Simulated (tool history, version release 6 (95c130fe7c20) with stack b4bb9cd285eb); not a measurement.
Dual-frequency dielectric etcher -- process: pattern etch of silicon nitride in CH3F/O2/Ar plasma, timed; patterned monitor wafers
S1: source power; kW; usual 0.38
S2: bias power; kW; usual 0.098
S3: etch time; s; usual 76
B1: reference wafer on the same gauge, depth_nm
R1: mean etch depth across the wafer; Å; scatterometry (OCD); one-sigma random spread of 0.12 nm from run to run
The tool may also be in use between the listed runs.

| run | hour | S1 | S2 | S3 | B1 | R1 |
|---|---|---|---|---|---|---|
| 1 | 0 | 0.38 | 0.098 | 76 | 69.5 | 588 |
|  | 41 | wet clean of the chamber |
| 2 | 50.3 | 0.38 | 0.098 | 76 | 69.4 | 588 |
| 3 | 125.4 | 0.38 | 0.098 | 76 | 69.5 | 588 |
| 4 | 207 | 0.38 | 0.098 | 76 | 69.5 | 588 |
| 5 | 275.6 | 0.38 | 0.098 | 76 | 69.5 | 588 |
| 6 | 321.6 | 0.38 | 0.098 | 76 | 69.5 | 587 |
| 7 | 407.7 | 0.44 | 0.08 | 76 | 69.5 | 584 |
| 8 | 455.3 | 0.41 | 0.098 | 93.5 | 69.5 | 745 |
| 9 | 520.8 | 0.38 | 0.098 | 76 | 69.5 | 588 |
| 10 | 590.4 | 0.34 | 0.098 | 76 | 69.5 | 558 |
| 11 | 637.7 | 0.38 | 0.098 | 76 | 69.5 | 586 |
| 12 | 687.6 | 0.38 | 0.098 | 76 | 69.6 | 589 |
| 13 | 749.2 | 0.3 | 0.112 | 83.5 | 69.5 | 608 |
|  | 787.6 | wet clean of the chamber |
| 14 | 817.6 | 0.28 | 0.11 | 59.5 | 69.5 | 415 |
|  | 881.8 | source power generator calibrated |
| 15 | 882.3 | 0.38 | 0.098 | 76 | 69.5 | 588 |
| 16 | 931.4 | 0.47 | 0.111 | 57.5 | 69.5 | 513 |
| 17 | 995.3 | 0.38 | 0.098 | 76 | 69.5 | 589 |
| 18 | 1040.8 | 0.38 | 0.106 | 76 | 69.5 | 606 |
| 19 | 1128 | 0.41 | 0.098 | 66 | 69.5 | 531 |
| 20 | 1224.7 | 0.45 | 0.11 | 93 | 69.5 | 810 |
|  | 1233.7 | bias power generator calibrated |
|  | 1467.2 | wet clean of the chamber |
| 21 | 1519.5 | 0.35 | 0.087 | 64 | 69.5 | 456 |
| 22 | 1596.1 | 0.47 | 0.121 | 89.5 | 69.5 | 827 |
| 23 | 1634.8 | 0.44 | 0.092 | 76 | 69.5 | 615 |
| 24 | 1710.6 | 0.38 | 0.098 | 76 | 69.5 | 588 |
| 25 | 1770.1 | 0.34 | 0.107 | 84.5 | 69.5 | 640 |
| 26 | 1830.6 | 0.31 | 0.107 | 76 | 69.5 | 553 |
| 27 | 1905.4 | 0.45 | 0.098 | 76 | 69.5 | 636 |
| 28 | 1969.2 | 0.38 | 0.098 | 76 | 69.5 | 588 |
| 29 | 2054.9 | 0.38 | 0.098 | 76 | 69.5 | 587 |

What if the next run were any one of these 5? Each begins from the tool's condition after run 29:
| A | 2055.3 | 0.38 | 0.098 | 61.5 | ? | ? |
| B | 2055.3 | 0.44 | 0.098 | 76 | ? | ? |
| C | 2055.3 | 0.38 | 0.111 | 76 | ? | ? |
| D | 2055.3 | 0.38 | 0.077 | 84 | ? | ? |
| E | 2055.3 | 0.38 | 0.089 | 76 | ? | ? |

| run | B1 | R1 |
|---|---|---|
| A | 69.5 | 476 |
| B | 69.5 | 629 |
| C | 69.5 | 617 |
| D | 69.5 | 594 |
| E | 69.5 | 567 |
Without the tool's unlogged condition, the same runs would have read:
| run | R1 |
|---|---|
| A | 476 |
| B | 629 |
| C | 617 |
| D | 594 |
| E | 567 |
